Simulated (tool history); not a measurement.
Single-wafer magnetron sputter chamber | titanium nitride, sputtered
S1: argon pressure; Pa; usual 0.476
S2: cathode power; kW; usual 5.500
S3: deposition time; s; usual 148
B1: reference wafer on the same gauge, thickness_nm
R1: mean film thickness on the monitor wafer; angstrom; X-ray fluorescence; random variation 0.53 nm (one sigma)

Run 1, hour 0.0: usual settings but S1 0.436 Pa, S2 6.500 kW; B1 145.999. Result: R1 1770.26 angstrom.
Run 2, hour 57.1: usual settings but S1 0.436 Pa, S2 6.500 kW; B1 146.012. Result: R1 1742.45 angstrom.
Run 3, hour 104.2: usual settings; B1 145.975. Result: R1 1429.28 angstrom.
At hour 120.5: sputter target and shields replaced.
Run 4, hour 136.1: usual settings but S3 140 s; B1 146.022. Result: R1 1404.39 angstrom.
Run 5, hour 169.5: usual settings but S2 4.550 kW; B1 145.989. Result: R1 1232.89 angstrom.
Run 6, hour 232.2: usual settings but S2 4.550 kW; B1 146.158. Result: R1 1226.78 angstrom.
Run 7, hour 288.2: usual settings but S1 0.403 Pa; B1 145.986. Result: R1 1535.89 angstrom.
Run 8, hour 314.8: usual settings but S1 0.403 Pa; B1 145.998. Result: R1 1530.33 angstrom.
Run 9, hour 368.1: usual settings; B1 145.901. Result: R1 1449.35 angstrom.
At hour 388.6: gauge calibrated.
At hour 396.9: sputter target and shields replaced.
Run 10, hour 423.3: usual settings; B1 146.069. Result: R1 1487.71 angstrom.
At hour 498.3: capacitance manometer re-zeroed and calibrated.
Run 11, hour 498.8: usual settings; B1 145.929. Result: R1 1494.17 angstrom.
At hour 523.0: magnet pack replaced.
Run 12, hour 530.7: usual settings but S1 0.590 Pa, S2 6.200 kW, S3 156 s; B1 145.963. Result: R1 1637.37 angstrom.
Run 13, hour 566.9: usual settings but S2 6.200 kW, S3 118 s; B1 146.014. Result: R1 1320.92 angstrom.
Run 14, hour 627.9: usual settings but S1 0.403 Pa; B1 146.145. Result: R1 1517.18 angstrom.
Run 15, hour 690.6: usual settings but S1 0.361 Pa, S3 174 s; B1 145.934. Result: R1 1806.30 angstrom.
Run 16, hour 728.4: usual settings but S2 4.700 kW, S3 128 s; B1 145.976. Result: R1 1049.66 angstrom.
At hour 746.4: sputter target and shields replaced.
Run 17, hour 775.7: usual settings but S1 0.321 Pa, S2 6.400 kW, S3 175 s; B1 145.990. Result: R1 2243.06 angstrom.
Run 18, hour 905.4: usual settings but S1 0.325 Pa, S3 158 s; B1 146.144. Result: R1 1726.42 angstrom.
Run 19, hour 937.5: usual settings but S1 0.436 Pa, S2 6.500 kW; B1 145.980. Result: R1 1772.73 angstrom.
Run 20, hour 999.2: usual settings but S2 4.200 kW, S3 132 s; B1 145.889. Result: R1 981.97 angstrom.
Run 21, hour 1065.3: usual settings but S1 0.375 Pa, S2 6.300 kW; B1 146.134. Result: R1 1735.98 angstrom.

The same runs without the tool's hidden state, with the same run-to-run variation:
The hidden state here: deposition rate above that of a new target (%); true argon pressure above the setpoint (%); gauge reads high (%).
run       R1
  1  1806.61
  2  1798.99
  3  1493.46
  4  1405.06
  5  1234.69
  6  1234.19
  7  1556.23
  8  1557.46
  9  1491.19
 10  1490.85
 11  1503.92
 12  1653.70
 13  1340.83
 14  1557.51
 15  1883.04
 16  1106.56
 17  2252.85
 18  1753.38
 19  1809.74
 20  1015.29
 21  1827.14
